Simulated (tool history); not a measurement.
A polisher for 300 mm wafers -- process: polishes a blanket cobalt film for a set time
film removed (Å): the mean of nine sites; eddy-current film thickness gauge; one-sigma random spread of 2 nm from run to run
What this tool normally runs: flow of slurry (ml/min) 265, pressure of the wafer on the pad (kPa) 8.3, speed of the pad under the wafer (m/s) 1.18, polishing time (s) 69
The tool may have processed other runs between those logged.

| run | hour | flow of slurry (ml/min) | pressure of the wafer on the pad (kPa) | speed of the pad under the wafer (m/s) | polishing time (s) | incoming thickness of the incoming film, nm | film removed (Å) |
|---|---|---|---|---|---|---|---|
| 1 | 0 | 265 | 8.3 | 1.18 | 78 | 1276.2 | 2796 |
| 2 | 22.3 | 265 | 8.3 | 1.18 | 69 | 1275.7 | 2480 |
|  | 45.1 | worn pad replaced by a new one |
| 3 | 47.9 | 210 | 8.3 | 1.18 | 69 | 1302.3 | 2402 |
| 4 | 76.4 | 210 | 8.3 | 1.18 | 69 | 1301 | 2376 |
| 5 | 94.9 | 210 | 8.3 | 1.18 | 69 | 1309 | 2337 |
|  | 112.3 | worn pad replaced by a new one |
|  | 114.5 | head pressure recalibrated |
| 6 | 117.4 | 265 | 9.7 | 1.18 | 69 | 1298.7 | 3185 |
| 7 | 129.7 | 265 | 8.3 | 1.18 | 69 | 1284.5 | 2715 |
| 8 | 157.8 | 265 | 8.3 | 1.18 | 69 | 1308.1 | 2731 |
|  | 174.8 | worn pad replaced by a new one |
| 9 | 180.3 | 265 | 8.3 | 0.86 | 69 | 1282.7 | 1973 |
| 10 | 203.4 | 300 | 6.9 | 1.18 | 69 | 1279.4 | 2258 |
|  | 224.3 | slurry nozzle cleaned |
| 11 | 232.4 | 235 | 8.3 | 1.18 | 77 | 1308.3 | 2998 |
|  | 237.4 | worn pad replaced by a new one |
| 12 | 250 | 265 | 8.3 | 1.18 | 69 | 1274.3 | 2709 |
| 13 | 264.7 | 265 | 9.7 | 0.98 | 69 | 1297.5 | 2618 |
| 14 | 289.1 | 360 | 9 | 1.34 | 85 | 1291.9 | 4193 |
|  | 307.1 | worn pad replaced by a new one |
| 15 | 313.2 | 210 | 8.3 | 1.18 | 69 | 1306.3 | 2698 |
| 16 | 332.8 | 265 | 6.2 | 1.18 | 69 | 1301.5 | 2014 |

Run-by-run hidden state of the tool:
removal rate lost through wear of the pad, %: 0 across all the runs
slurry flow missing at the pad, %: 0 across all the runs
H1: deviation of the head's pressure from its setpoint, %
| run | H1 |
|---|---|
| 1 | -8.85 |
| 2 | -9.36 |
| 3 | -9.97 |
| 4 | -10.7 |
| 5 | -11.1 |
| 6 | 0.544 |
| 7 | 0.54 |
| 8 | 0.516 |
| 9 | 0.48 |
| 10 | 0.428 |
| 11 | 0.34 |
| 12 | 0.274 |
| 13 | 0.212 |
| 14 | 0.096 |
| 15 | -0.0362 |
| 16 | -0.156 |
